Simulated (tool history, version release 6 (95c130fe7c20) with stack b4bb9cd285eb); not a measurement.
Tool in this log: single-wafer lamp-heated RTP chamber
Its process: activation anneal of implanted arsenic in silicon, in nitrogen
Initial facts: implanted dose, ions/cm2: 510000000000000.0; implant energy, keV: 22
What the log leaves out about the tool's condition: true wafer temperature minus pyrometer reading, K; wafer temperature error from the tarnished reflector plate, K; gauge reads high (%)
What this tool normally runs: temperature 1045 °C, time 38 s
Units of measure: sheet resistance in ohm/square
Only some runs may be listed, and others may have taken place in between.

run,hour,temperature,time,wafers since the last listed run,wafers since the last pyrometer calibration,wafers since the reflector plate was cleaned,hours since the gauge calibration,"read-back reference wafer on the same gauge, sheet resistance",sheet resistance
1,0,1045,38,0,1629,6348,400.2,208,195.95
2,26.7,1066,54,383,2013,6732,426.9,207.92,187.86
# hour 42.3: reflector plate cleaned
3,75,1066,54,579,2593,469,475.2,208.17,187.8
4,116.2,1045,29,592,3185,1062,516.4,208.11,196.99
5,177.2,1045,29,877,4062,1939,577.4,208.11,196.16
# hour 203.8: pyrometer window cleaned and pyrometer calibrated
6,226.4,1045,29,592,324,2531,626.6,208.04,198.64
7,292.8,1056,38,954,1279,3486,693,208.05,193.32
8,334.4,1056,38,598,1877,4084,734.6,208.17,192.74
9,359.8,1045,21,365,2242,4449,760,208.02,200.94
10,423.3,1045,21,912,3155,5362,823.5,208.14,199.09
# hour 454: reflector plate cleaned
11,454.5,1045,21,333,3488,7,854.7,207.97,199.12
12,518.4,1023,56,918,4407,926,918.6,207.94,196
# hour 536.7: pyrometer window cleaned and pyrometer calibrated
13,556.4,1045,38,431,283,1357,956.6,207.95,197.34
14,583.2,1045,38,385,668,1742,983.4,208.1,195.83
15,652.4,1045,38,994,1663,2737,1052.6,208.1,195.3
# hour 678.4: gauge calibrated
16,694,1045,38,598,2261,3335,15.6,208.08,194.96
17,762.5,1045,38,984,3246,4320,84.1,207.95,194.89
18,832.1,1045,38,1000,4247,5321,153.7,207.95,194.66
# hour 858.9: pyrometer window cleaned and pyrometer calibrated
# hour 869.8: reflector plate cleaned
19,889.3,1045,38,592,322,280,210.9,207.98,196.34
20,949.9,1054,57,871,1193,1152,271.5,207.86,189.8
21,979.7,1056,38,428,1622,1580,301.3,207.9,193.14
22,1022.5,1068,22,615,2237,2195,344.1,208.17,195.41
23,1087.2,1031,26,930,3167,3126,408.8,207.97,200.78
24,1130,1020,38,615,3783,3741,451.6,208.05,199.77
25,1187.9,1045,45,832,4615,4573,509.5,208.1,192.58
26,1220.8,1045,53,473,5088,5046,542.4,207.91,191.18
# hour 1238.1: pyrometer window cleaned and pyrometer calibrated
# hour 1251.5: reflector plate cleaned
27,1254.6,1028,31,255,122,44,576.2,208.03,200.64
28,1295.1,1034,38,582,704,626,616.7,208.07,198.55
29,1340.8,1045,38,657,1361,1283,662.4,207.94,195.27
30,1391.2,1030,44,724,2086,2008,712.8,208,198.16
31,1448.8,1061,31,828,2914,2836,770.4,208.03,194.56
32,1492.6,1045,59,629,3544,3466,814.2,208.03,190.58
33,1544.6,1022,21,747,4292,4213,866.2,208.03,203.01
# hour 1581.5: pyrometer window cleaned and pyrometer calibrated
# hour 1675.2: reflector plate cleaned
34,1685.9,1074,26,1801,1386,154,1007.5,208,194.17

For each run, what was the tool's unlogged condition?
wafer temperature error from the tarnished reflector plate, K: 0 at every run
gauge reads high (%): 0 at every run
H1: true wafer temperature minus pyrometer reading, K
run,H1
1,3.42
2,4.2
3,5.62
4,6.83
5,8.62
6,1.46
7,3.41
8,4.63
9,5.37
10,7.24
11,8.15
12,10
13,0.801
14,1.59
15,3.62
16,4.84
17,6.85
18,8.9
19,2.11
20,3.89
21,4.76
22,6.02
23,7.92
24,9.17
25,10.9
26,11.8
27,1.52
28,2.71
29,4.05
30,5.53
31,7.22
32,8.51
33,10
34,3.28

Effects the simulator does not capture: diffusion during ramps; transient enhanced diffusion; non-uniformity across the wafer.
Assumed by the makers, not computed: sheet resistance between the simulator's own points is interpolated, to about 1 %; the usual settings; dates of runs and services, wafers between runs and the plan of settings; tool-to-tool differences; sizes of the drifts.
